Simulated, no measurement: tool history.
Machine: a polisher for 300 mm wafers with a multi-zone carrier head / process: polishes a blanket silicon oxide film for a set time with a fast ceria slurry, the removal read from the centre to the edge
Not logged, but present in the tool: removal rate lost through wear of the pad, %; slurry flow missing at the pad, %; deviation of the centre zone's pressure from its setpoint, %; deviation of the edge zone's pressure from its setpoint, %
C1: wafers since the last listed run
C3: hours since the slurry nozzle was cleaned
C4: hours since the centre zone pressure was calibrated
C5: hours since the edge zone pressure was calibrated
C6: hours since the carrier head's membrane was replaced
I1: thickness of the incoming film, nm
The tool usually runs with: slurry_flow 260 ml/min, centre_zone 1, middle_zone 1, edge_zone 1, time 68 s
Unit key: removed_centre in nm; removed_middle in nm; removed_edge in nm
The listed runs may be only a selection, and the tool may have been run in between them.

run 1 hour=0 | slurry_flow=260 centre_zone=1 middle_zone=1 edge_zone=1 time=68 | C1=0 wafers_polished_on_this_pad=4145 C3=300.8 C4=792.9 C5=377 C6=1404.6 | I1=4011.2 | removed_centre=804.9 removed_middle=790.9 removed_edge=838.7
-- hour=48.7 slurry nozzle cleaned, repeated, since the last time left the tool worse
run 2 hour=100.8 | slurry_flow=260 centre_zone=1 middle_zone=0.92 edge_zone=1 time=68 | C1=1176 wafers_polished_on_this_pad=5321 C3=52.1 C4=893.7 C5=477.8 C6=1505.4 | I1=3952.7 | removed_centre=903.2 removed_middle=812.7 removed_edge=916.5
-- hour=138.1 edge zone pressure recalibrated
run 3 hour=158.4 | slurry_flow=260 centre_zone=1 middle_zone=0.92 edge_zone=1 time=68 | C1=655 wafers_polished_on_this_pad=5977 C3=109.7 C4=951.3 C5=20.3 C6=1563 | I1=3958 | removed_centre=901 removed_middle=838 removed_edge=887.9
-- hour=250.3 worn pad replaced by a new one
run 4 hour=265.2 | slurry_flow=260 centre_zone=1 middle_zone=0.92 edge_zone=1 time=68 | C1=1212 wafers_polished_on_this_pad=175 C3=216.5 C4=1058.1 C5=127.1 C6=1669.8 | I1=3990 | removed_centre=873.3 removed_middle=829.9 removed_edge=901.9
run 5 hour=328.6 | slurry_flow=230 centre_zone=1 middle_zone=0.96 edge_zone=1 time=68 | C1=747 wafers_polished_on_this_pad=923 C3=279.9 C4=1121.5 C5=190.5 C6=1733.2 | I1=3962.4 | removed_centre=897.4 removed_middle=855.6 removed_edge=859.5
-- hour=362.6 centre zone pressure recalibrated
run 6 hour=400.8 | slurry_flow=260 centre_zone=1 middle_zone=1 edge_zone=1 time=68 | C1=827 wafers_polished_on_this_pad=1751 C3=352.1 C4=38.2 C5=262.7 C6=1805.4 | I1=3919.5 | removed_centre=913.5 removed_middle=866.6 removed_edge=897.6
run 7 hour=464.7 | slurry_flow=310 centre_zone=1 middle_zone=0.9 edge_zone=1.03 time=68 | C1=753 wafers_polished_on_this_pad=2504 C3=416 C4=102.1 C5=326.6 C6=1869.3 | I1=3916.6 | removed_centre=932.4 removed_middle=834.8 removed_edge=887.3
run 8 hour=542.9 | slurry_flow=320 centre_zone=0.9 middle_zone=1 edge_zone=0.97 time=88 | C1=922 wafers_polished_on_this_pad=3427 C3=494.2 C4=180.3 C5=404.8 C6=1947.5 | I1=3908.5 | removed_centre=1055.7 removed_middle=1168.3 removed_edge=1156.9
-- hour=587.9 carrier head's membrane replaced by a new one
run 9 hour=620.2 | slurry_flow=260 centre_zone=1 middle_zone=1 edge_zone=0.95 time=68 | C1=852 wafers_polished_on_this_pad=4279 C3=571.5 C4=257.6 C5=482.1 C6=32.3 | I1=3858.9 | removed_centre=877.8 removed_middle=880.3 removed_edge=868.5
-- hour=629 slurry nozzle cleaned
run 10 hour=661.5 | slurry_flow=260 centre_zone=1 middle_zone=1 edge_zone=1 time=86 | C1=475 wafers_polished_on_this_pad=4754 C3=32.5 C4=298.9 C5=523.4 C6=73.6 | I1=3923.8 | removed_centre=1158.5 removed_middle=1143.7 removed_edge=1162.1
-- hour=703.1 edge zone pressure recalibrated
run 11 hour=713.5 | slurry_flow=315 centre_zone=1.1 middle_zone=1.06 edge_zone=1 time=49 | C1=589 wafers_polished_on_this_pad=5344 C3=84.5 C4=350.9 C5=10.4 C6=125.6 | I1=3963.3 | removed_centre=739.5 removed_middle=702.9 removed_edge=658.3
run 12 hour=796.2 | slurry_flow=260 centre_zone=1 middle_zone=1 edge_zone=1 time=68 | C1=975 wafers_polished_on_this_pad=6319 C3=167.2 C4=433.6 C5=93.1 C6=208.3 | I1=3934.4 | removed_centre=925.1 removed_middle=900.7 removed_edge=900.2
-- hour=850.9 worn pad replaced by a new one
run 13 hour=891.1 | slurry_flow=260 centre_zone=1 middle_zone=1 edge_zone=1 time=68 | C1=1071 wafers_polished_on_this_pad=473 C3=262.1 C4=528.5 C5=188 C6=303.2 | I1=3903.4 | removed_centre=892.3 removed_middle=875 removed_edge=911.4
run 14 hour=940.8 | slurry_flow=195 centre_zone=1 middle_zone=1 edge_zone=1 time=84 | C1=586 wafers_polished_on_this_pad=1059 C3=311.8 C4=578.2 C5=237.7 C6=352.9 | I1=3918.3 | removed_centre=1043.6 removed_middle=1035 removed_edge=1054.6
run 15 hour=1016.4 | slurry_flow=260 centre_zone=0.89 middle_zone=1.07 edge_zone=1.06 time=85 | C1=891 wafers_polished_on_this_pad=1951 C3=387.4 C4=653.8 C5=313.3 C6=428.5 | I1=3944.4 | removed_centre=983.5 removed_middle=1171.9 removed_edge=1122.5
run 16 hour=1075.9 | slurry_flow=260 centre_zone=1 middle_zone=1 edge_zone=1 time=68 | C1=701 wafers_polished_on_this_pad=2653 C3=446.9 C4=713.3 C5=372.8 C6=488 | I1=3920.9 | removed_centre=882.2 removed_middle=881.8 removed_edge=882.3
run 17 hour=1160.5 | slurry_flow=260 centre_zone=1 middle_zone=1 edge_zone=1 time=68 | C1=997 wafers_polished_on_this_pad=3650 C3=531.5 C4=797.9 C5=457.4 C6=572.6 | I1=3936.6 | removed_centre=881.6 removed_middle=868.5 removed_edge=885.8
run 18 hour=1233.7 | slurry_flow=260 centre_zone=0.95 middle_zone=1 edge_zone=1 time=68 | C1=863 wafers_polished_on_this_pad=4514 C3=604.7 C4=871.1 C5=530.6 C6=645.8 | I1=3954.8 | removed_centre=824.7 removed_middle=853 removed_edge=889.2
-- hour=1244.5 slurry nozzle cleaned
-- hour=1297.5 edge zone pressure recalibrated
run 19 hour=1318 | slurry_flow=260 centre_zone=1 middle_zone=0.97 edge_zone=1 time=68 | C1=958 wafers_polished_on_this_pad=5472 C3=73.5 C4=955.4 C5=20.5 C6=730.1 | I1=3871.8 | removed_centre=917.9 removed_middle=879.7 removed_edge=875.3
-- hour=1403.2 worn pad replaced by a new one
run 20 hour=1415.5 | slurry_flow=200 centre_zone=1 middle_zone=1 edge_zone=0.93 time=68 | C1=1102 wafers_polished_on_this_pad=144 C3=171 C4=1052.9 C5=118 C6=827.6 | I1=3911.7 | removed_centre=860.7 removed_middle=857.5 removed_edge=854.8
run 21 hour=1474.4 | slurry_flow=260 centre_zone=1 middle_zone=1 edge_zone=1 time=68 | C1=694 wafers_polished_on_this_pad=839 C3=229.9 C4=1111.8 C5=176.9 C6=886.5 | I1=3919.2 | removed_centre=905 removed_middle=910.4 removed_edge=917.5
run 22 hour=1521.1 | slurry_flow=260 centre_zone=1.07 middle_zone=1 edge_zone=0.9 time=68 | C1=550 wafers_polished_on_this_pad=1390 C3=276.6 C4=1158.5 C5=223.6 C6=933.2 | I1=3897.3 | removed_centre=950.9 removed_middle=891.7 removed_edge=870.1

Below are 4 alternative next runs, each starting from the tool's condition after run 22. Predict each:
run A hour=1521.5 | slurry_flow=260 centre_zone=1 middle_zone=1 edge_zone=1 time=68 | C1=4 wafers_polished_on_this_pad=1394 C3=277 C4=1158.9 C5=224 C6=933.6 | I1=3970.9 | removed_centre=? removed_middle=? removed_edge=?
run B hour=1521.5 | slurry_flow=230 centre_zone=1 middle_zone=1.06 edge_zone=1 time=68 | C1=4 wafers_polished_on_this_pad=1394 C3=277 C4=1158.9 C5=224 C6=933.6 | I1=3970.9 | removed_centre=? removed_middle=? removed_edge=?
run C hour=1521.5 | slurry_flow=220 centre_zone=1 middle_zone=1 edge_zone=1.04 time=68 | C1=4 wafers_polished_on_this_pad=1394 C3=277 C4=1158.9 C5=224 C6=933.6 | I1=3970.9 | removed_centre=? removed_middle=? removed_edge=?
run D hour=1521.5 | slurry_flow=335 centre_zone=0.96 middle_zone=1 edge_zone=1 time=68 | C1=4 wafers_polished_on_this_pad=1394 C3=277 C4=1158.9 C5=224 C6=933.6 | I1=3970.9 | removed_centre=? removed_middle=? removed_edge=?

run=A removed_centre=888.1 removed_middle=878 removed_edge=898.2
run=B removed_centre=870.3 removed_middle=905.6 removed_edge=885.2
run=C removed_centre=862.8 removed_middle=855.5 removed_edge=892.1
run=D removed_centre=881.8 removed_middle=905.7 removed_edge=919.3
With no hidden state in the tool, these same runs would have given:
run=A removed_centre=904.2 removed_middle=892.4 removed_edge=909.2
run=B removed_centre=888.4 removed_middle=922.5 removed_edge=897.5
run=C removed_centre=881.7 removed_middle=872.3 removed_edge=905
run=D removed_centre=894 removed_middle=917 removed_edge=928.1
